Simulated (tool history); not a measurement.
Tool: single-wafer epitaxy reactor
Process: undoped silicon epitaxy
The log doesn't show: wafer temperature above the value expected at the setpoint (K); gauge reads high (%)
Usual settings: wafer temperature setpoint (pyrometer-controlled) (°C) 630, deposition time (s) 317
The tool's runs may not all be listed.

run	hour	wafer temperature setpoint (pyrometer-controlled) (°C)	deposition time (s)	wafers since the last listed run	hours since the last pyrometer calibration	hours since the gauge calibration	read-back reference wafer on the same gauge, thickness_nm	mean film thickness on the monitor wafer (angstrom)
1	0.0	630	347	0	1765.7	914.8	29.804	338.78
2	40.3	630	347	179	1806.0	955.1	29.720	335.78
# hour 128.7: gauge calibrated
3	206.4	630	317	738	1972.1	77.7	30.712	320.61
4	257.9	630	317	229	2023.6	129.2	30.677	320.23
5	290.5	630	317	144	2056.2	161.8	30.697	318.11
6	358.4	630	317	301	2124.1	229.7	30.667	315.74
7	400.6	630	317	187	2166.3	271.9	30.659	317.52
8	468.6	630	317	302	2234.3	339.9	30.614	319.14
9	494.9	630	317	116	2260.6	366.2	30.584	317.85
10	529.1	630	317	152	2294.8	400.4	30.572	316.32
11	559.8	630	317	136	2325.5	431.1	30.536	313.67
12	596.0	630	317	160	2361.7	467.3	30.498	316.77
13	648.9	630	317	235	2414.6	520.2	30.437	315.81
# hour 671.4: pyrometer calibrated
14	710.2	630	355	237	38.8	581.5	30.358	351.71
15	750.0	630	355	176	78.6	621.3	30.304	351.85
16	813.0	630	355	280	141.6	684.3	30.204	351.97
17	852.5	630	317	175	181.1	723.8	30.163	315.01
18	1036.5	630	317	818	365.1	907.8	29.826	309.51
19	1073.3	630	317	163	401.9	944.6	29.725	312.04
20	1116.6	630	317	192	445.2	987.9	29.655	308.42
21	1183.4	622	264	297	512.0	1054.7	29.480	207.36
22	1210.1	623	317	118	538.7	1081.4	29.455	254.58
23	1266.5	643	373	250	595.1	1137.8	29.305	497.70
24	1293.7	630	317	120	622.3	1165.0	29.250	302.95
25	1326.3	630	317	144	654.9	1197.6	29.140	300.28
# hour 1361.8: gauge calibrated
26	1374.6	630	294	214	703.2	12.8	30.953	295.53
27	1435.0	630	317	268	763.6	73.2	30.909	317.07
28	1469.2	637	291	152	797.8	107.4	30.909	355.94
29	1518.1	630	359	217	846.7	156.3	30.898	360.31
30	1565.8	630	260	212	894.4	204.0	30.882	263.16
31	1601.2	630	317	157	929.8	239.4	30.852	317.86
32	1646.8	630	317	202	975.4	285.0	30.849	317.86
33	1680.0	636	287	147	1008.6	318.2	30.801	338.14
34	1741.4	630	347	273	1070.0	379.6	30.790	350.92
35	1768.6	615	317	120	1097.2	406.8	30.728	214.31
36	1823.0	626	339	241	1151.6	461.2	30.670	307.45
37	1850.1	630	317	120	1178.7	488.3	30.648	317.76
38	1887.0	630	280	164	1215.6	525.2	30.602	280.77
39	1920.7	630	336	149	1249.3	558.9	30.593	337.23

4 ways to go on from here, each from the tool as it stands after run 39. What would each give?
A	1921.2	624	317	2	1249.8	559.4	?	?
B	1921.2	617	349	2	1249.8	559.4	?	?
C	1921.2	636	271	2	1249.8	559.4	?	?
D	1921.2	635	270	2	1249.8	559.4	?	?

run	read-back reference wafer on the same gauge, thickness_nm	mean film thickness on the monitor wafer (angstrom)
A	30.587	272.88
B	30.587	249.42
C	30.587	318.52
D	30.587	309.33
Without the tool's hidden state the same runs would have given:
run	mean film thickness on the monitor wafer (angstrom)
A	273.97
B	250.41
C	319.79
D	310.56
